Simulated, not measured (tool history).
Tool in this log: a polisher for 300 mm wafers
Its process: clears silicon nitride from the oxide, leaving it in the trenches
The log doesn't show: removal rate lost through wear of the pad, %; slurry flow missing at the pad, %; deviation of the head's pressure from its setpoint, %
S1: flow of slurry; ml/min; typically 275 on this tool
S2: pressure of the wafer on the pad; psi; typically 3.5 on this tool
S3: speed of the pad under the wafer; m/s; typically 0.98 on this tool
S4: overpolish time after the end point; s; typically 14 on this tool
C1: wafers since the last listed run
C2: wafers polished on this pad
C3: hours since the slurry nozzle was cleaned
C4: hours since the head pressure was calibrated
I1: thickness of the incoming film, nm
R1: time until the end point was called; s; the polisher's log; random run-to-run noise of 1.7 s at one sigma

| run | hour | S1 | S2 | S3 | S4 | C1 | C2 | C3 | C4 | I1 | R1 |
|---|---|---|---|---|---|---|---|---|---|---|---|
| 1 | 0.0 | 275 | 3.5 | 0.98 | 14 | 0 | 494 | 521.2 | 387.5 | 159.6 | 144.0 |
| 2 | 28.2 | 275 | 3.5 | 0.98 | 14 | 142 | 637 | 549.4 | 415.7 | 160.6 | 149.2 |
| 3 | 44.9 | 275 | 3.5 | 0.98 | 14 | 84 | 721 | 566.1 | 432.4 | 161.6 | 147.2 |
| 4 | 59.2 | 275 | 3.5 | 0.98 | 14 | 72 | 793 | 580.4 | 446.7 | 159.3 | 146.2 |
|  | 101.9 | worn pad replaced by a new one |
| 5 | 148.8 | 275 | 3.5 | 0.98 | 14 | 431 | 236 | 670.0 | 536.3 | 161.5 | 141.5 |
| 6 | 165.6 | 275 | 3.5 | 0.74 | 14 | 84 | 321 | 686.8 | 553.1 | 159.9 | 187.9 |
| 7 | 179.9 | 275 | 3.5 | 0.98 | 14 | 72 | 393 | 701.1 | 567.4 | 161.4 | 145.8 |
| 8 | 209.8 | 275 | 3.5 | 0.98 | 14 | 150 | 544 | 731.0 | 597.3 | 157.6 | 142.7 |
| 9 | 242.8 | 275 | 3.5 | 0.98 | 14 | 166 | 710 | 764.0 | 630.3 | 159.1 | 146.3 |
| 10 | 265.3 | 275 | 2.5 | 0.98 | 14 | 113 | 824 | 786.5 | 652.8 | 160.5 | 188.7 |
| 11 | 279.1 | 275 | 3.5 | 0.98 | 14 | 69 | 893 | 800.3 | 666.6 | 159.8 | 147.3 |
| 12 | 299.2 | 275 | 3.5 | 0.98 | 14 | 101 | 995 | 820.4 | 686.7 | 160.2 | 149.3 |
|  | 314.0 | worn pad replaced by a new one |
| 13 | 330.8 | 275 | 3.5 | 0.98 | 14 | 139 | 84 | 852.0 | 718.3 | 159.4 | 145.0 |
|  | 358.7 | slurry nozzle cleaned |
| 14 | 361.2 | 275 | 2.8 | 0.98 | 14 | 148 | 232 | 2.5 | 748.7 | 161.8 | 177.3 |
| 15 | 384.8 | 190 | 3.5 | 0.98 | 14 | 119 | 352 | 26.1 | 772.3 | 159.3 | 155.2 |
| 16 | 402.5 | 245 | 2.8 | 0.88 | 22 | 89 | 441 | 43.8 | 790.0 | 161.2 | 193.9 |
| 17 | 436.4 | 370 | 3.5 | 0.88 | 14 | 170 | 612 | 77.7 | 823.9 | 157.8 | 160.2 |
| 18 | 451.7 | 370 | 3.5 | 0.88 | 14 | 77 | 689 | 93.0 | 839.2 | 159.0 | 163.3 |
| 19 | 480.9 | 275 | 3.5 | 0.98 | 14 | 147 | 836 | 122.2 | 868.4 | 158.5 | 153.3 |
|  | 486.1 | worn pad replaced by a new one |
| 20 | 499.1 | 195 | 2.5 | 0.98 | 17 | 71 | 65 | 140.4 | 886.6 | 158.9 | 188.4 |
| 21 | 536.2 | 240 | 4.6 | 1.30 | 6 | 187 | 252 | 177.5 | 923.7 | 159.3 | 85.5 |
|  | 563.8 | head pressure recalibrated |
| 22 | 568.4 | 360 | 3.5 | 1.18 | 14 | 152 | 404 | 209.7 | 4.6 | 161.8 | 115.6 |
| 23 | 600.6 | 275 | 3.0 | 0.86 | 14 | 162 | 567 | 241.9 | 36.8 | 159.2 | 184.1 |
| 24 | 644.9 | 215 | 3.5 | 0.98 | 18 | 223 | 790 | 286.2 | 81.1 | 159.3 | 152.2 |
| 25 | 666.6 | 275 | 3.5 | 0.76 | 14 | 109 | 900 | 307.9 | 102.8 | 159.0 | 189.5 |
| 26 | 681.8 | 185 | 3.9 | 1.08 | 11 | 76 | 976 | 323.1 | 118.0 | 159.4 | 129.9 |
|  | 691.2 | worn pad replaced by a new one |
| 27 | 694.1 | 360 | 3.5 | 0.98 | 9 | 41 | 14 | 335.4 | 130.3 | 157.6 | 135.5 |
| 28 | 718.1 | 275 | 3.5 | 0.98 | 14 | 121 | 135 | 359.4 | 154.3 | 160.1 | 144.1 |

Predict each of these 3 candidate next runs independently; none follows another, all start after run 28:
| A | 718.6 | 275 | 4.5 | 0.98 | 14 | 2 | 138 | 359.9 | 154.8 | 159.8 | ? |
| B | 718.6 | 235 | 2.4 | 0.88 | 14 | 2 | 138 | 359.9 | 154.8 | 159.8 | ? |
| C | 718.6 | 300 | 4.2 | 1.28 | 20 | 2 | 138 | 359.9 | 154.8 | 159.8 | ? |

| run | R1 |
|---|---|
| A | 117.8 |
| B | 214.2 |
| C | 94.5 |
The same runs, with their run-to-run variation unchanged, on a tool lacking any hidden condition would have given:
| run | R1 |
|---|---|
| A | 116.4 |
| B | 211.6 |
| C | 93.4 |
